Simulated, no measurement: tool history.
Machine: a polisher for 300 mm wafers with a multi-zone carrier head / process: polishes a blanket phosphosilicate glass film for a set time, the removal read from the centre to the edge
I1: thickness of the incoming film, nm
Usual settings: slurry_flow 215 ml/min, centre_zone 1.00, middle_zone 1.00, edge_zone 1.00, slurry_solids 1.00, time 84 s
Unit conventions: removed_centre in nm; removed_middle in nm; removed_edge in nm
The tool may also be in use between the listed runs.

{"run": 1, "hour": 0.0, "slurry_flow": 215, "centre_zone": 1.0, "middle_zone": 1.0, "edge_zone": 1.0, "slurry_solids": 1.0, "time": 84, "I1": 3496.2, "removed_centre": 579.3, "removed_middle": 572.3, "removed_edge": 585.3}
{"run": 2, "hour": 7.6, "slurry_flow": 215, "centre_zone": 1.0, "middle_zone": 1.0, "edge_zone": 1.0, "slurry_solids": 1.0, "time": 84, "I1": 3492.0, "removed_centre": 575.6, "removed_middle": 566.5, "removed_edge": 573.4}
{"run": 3, "hour": 24.1, "slurry_flow": 215, "centre_zone": 0.93, "middle_zone": 1.0, "edge_zone": 1.0, "slurry_solids": 1.0, "time": 84, "I1": 3501.9, "removed_centre": 540.4, "removed_middle": 564.5, "removed_edge": 575.8}
{"run": 4, "hour": 35.4, "slurry_flow": 215, "centre_zone": 0.93, "middle_zone": 1.0, "edge_zone": 1.0, "slurry_solids": 1.0, "time": 84, "I1": 3446.7, "removed_centre": 540.6, "removed_middle": 576.6, "removed_edge": 584.1}
{"run": 5, "hour": 51.3, "slurry_flow": 215, "centre_zone": 0.93, "middle_zone": 1.0, "edge_zone": 1.0, "slurry_solids": 1.0, "time": 84, "I1": 3440.3, "removed_centre": 539.8, "removed_middle": 576.2, "removed_edge": 574.4}
{"run": 6, "hour": 72.3, "slurry_flow": 215, "centre_zone": 1.0, "middle_zone": 1.08, "edge_zone": 1.04, "slurry_solids": 1.0, "time": 84, "I1": 3473.4, "removed_centre": 584.1, "removed_middle": 603.5, "removed_edge": 592.4}
{"run": 7, "hour": 87.5, "slurry_flow": 215, "centre_zone": 1.0, "middle_zone": 1.08, "edge_zone": 1.04, "slurry_solids": 1.0, "time": 84, "I1": 3440.9, "removed_centre": 586.0, "removed_middle": 607.5, "removed_edge": 596.6}
{"run": 8, "hour": 99.6, "slurry_flow": 215, "centre_zone": 1.0, "middle_zone": 1.08, "edge_zone": 1.04, "slurry_solids": 1.0, "time": 84, "I1": 3511.9, "removed_centre": 585.8, "removed_middle": 610.8, "removed_edge": 589.6}
{"run": 9, "hour": 111.8, "slurry_flow": 215, "centre_zone": 1.0, "middle_zone": 1.0, "edge_zone": 1.0, "slurry_solids": 1.0, "time": 84, "I1": 3479.3, "removed_centre": 579.5, "removed_middle": 572.2, "removed_edge": 585.8}
{"run": 10, "hour": 118.7, "slurry_flow": 215, "centre_zone": 1.0, "middle_zone": 1.0, "edge_zone": 1.0, "slurry_solids": 1.0, "time": 84, "I1": 3452.6, "removed_centre": 579.9, "removed_middle": 570.5, "removed_edge": 581.1}
{"run": 11, "hour": 128.1, "slurry_flow": 155, "centre_zone": 1.0, "middle_zone": 1.0, "edge_zone": 0.92, "slurry_solids": 1.0, "time": 84, "I1": 3498.0, "removed_centre": 542.3, "removed_middle": 550.3, "removed_edge": 543.7}
{"run": 12, "hour": 136.5, "slurry_flow": 250, "centre_zone": 1.0, "middle_zone": 1.0, "edge_zone": 1.0, "slurry_solids": 1.0, "time": 84, "I1": 3499.6, "removed_centre": 584.5, "removed_middle": 568.6, "removed_edge": 590.4}
{"run": 13, "hour": 149.3, "slurry_flow": 180, "centre_zone": 1.11, "middle_zone": 1.0, "edge_zone": 1.12, "slurry_solids": 0.75, "time": 84, "I1": 3526.9, "removed_centre": 549.4, "removed_middle": 495.7, "removed_edge": 527.1}
{"run": 14, "hour": 166.3, "slurry_flow": 215, "centre_zone": 1.07, "middle_zone": 1.1, "edge_zone": 1.0, "slurry_solids": 1.0, "time": 98, "I1": 3508.1, "removed_centre": 727.8, "removed_middle": 736.3, "removed_edge": 682.3}
{"run": 15, "hour": 182.5, "slurry_flow": 215, "centre_zone": 1.0, "middle_zone": 1.1, "edge_zone": 1.0, "slurry_solids": 1.0, "time": 84, "I1": 3507.5, "removed_centre": 579.6, "removed_middle": 628.8, "removed_edge": 586.4}
{"run": 16, "hour": 212.6, "slurry_flow": 215, "centre_zone": 1.0, "middle_zone": 1.0, "edge_zone": 1.0, "slurry_solids": 1.0, "time": 84, "I1": 3490.1, "removed_centre": 580.4, "removed_middle": 561.4, "removed_edge": 576.2}
{"run": 17, "hour": 226.2, "slurry_flow": 215, "centre_zone": 1.07, "middle_zone": 1.0, "edge_zone": 0.88, "slurry_solids": 1.0, "time": 84, "I1": 3448.9, "removed_centre": 621.6, "removed_middle": 589.7, "removed_edge": 562.3}
{"run": 18, "hour": 237.2, "slurry_flow": 240, "centre_zone": 1.0, "middle_zone": 1.12, "edge_zone": 1.0, "slurry_solids": 1.0, "time": 84, "I1": 3509.0, "removed_centre": 592.3, "removed_middle": 643.5, "removed_edge": 595.8}
{"run": 19, "hour": 254.7, "slurry_flow": 215, "centre_zone": 1.0, "middle_zone": 1.06, "edge_zone": 0.9, "slurry_solids": 1.0, "time": 84, "I1": 3448.9, "removed_centre": 585.8, "removed_middle": 594.4, "removed_edge": 564.3}
{"run": 20, "hour": 263.0, "slurry_flow": 215, "centre_zone": 0.91, "middle_zone": 1.0, "edge_zone": 1.09, "slurry_solids": 0.7, "time": 71, "I1": 3516.4, "removed_centre": 381.8, "removed_middle": 418.3, "removed_edge": 431.3}
{"run": 21, "hour": 285.4, "slurry_flow": 215, "centre_zone": 1.0, "middle_zone": 1.0, "edge_zone": 1.0, "slurry_solids": 1.0, "time": 84, "I1": 3477.3, "removed_centre": 578.8, "removed_middle": 588.7, "removed_edge": 580.9}
{"run": 22, "hour": 292.4, "slurry_flow": 215, "centre_zone": 1.1, "middle_zone": 1.07, "edge_zone": 1.0, "slurry_solids": 1.25, "time": 76, "I1": 3451.0, "removed_centre": 624.5, "removed_middle": 613.9, "removed_edge": 584.8}

Removed from this log: 6 entries logged between the listed runs. Between which two listed runs does each belong, and how does the tool's hidden state at the listed run before it compare with that at the listed run after it?
From run 7 to run 8: worn pad replaced by a new one (hour 91.9); carrier head's membrane replaced by a new one (hour 97.0)
  the hidden state is the same at both runs
From run 8 to run 9: centre zone pressure recalibrated (hour 102.6)
  the hidden state is the same at both runs
From run 13 to run 14: edge zone pressure recalibrated (hour 156.7)
  the hidden state is the same at both runs
From run 14 to run 15: slurry nozzle cleaned (hour 175.4)
  the hidden state is the same at both runs
From run 15 to run 16: worn pad replaced by a new one (hour 203.4)
  the hidden state is the same at both runs

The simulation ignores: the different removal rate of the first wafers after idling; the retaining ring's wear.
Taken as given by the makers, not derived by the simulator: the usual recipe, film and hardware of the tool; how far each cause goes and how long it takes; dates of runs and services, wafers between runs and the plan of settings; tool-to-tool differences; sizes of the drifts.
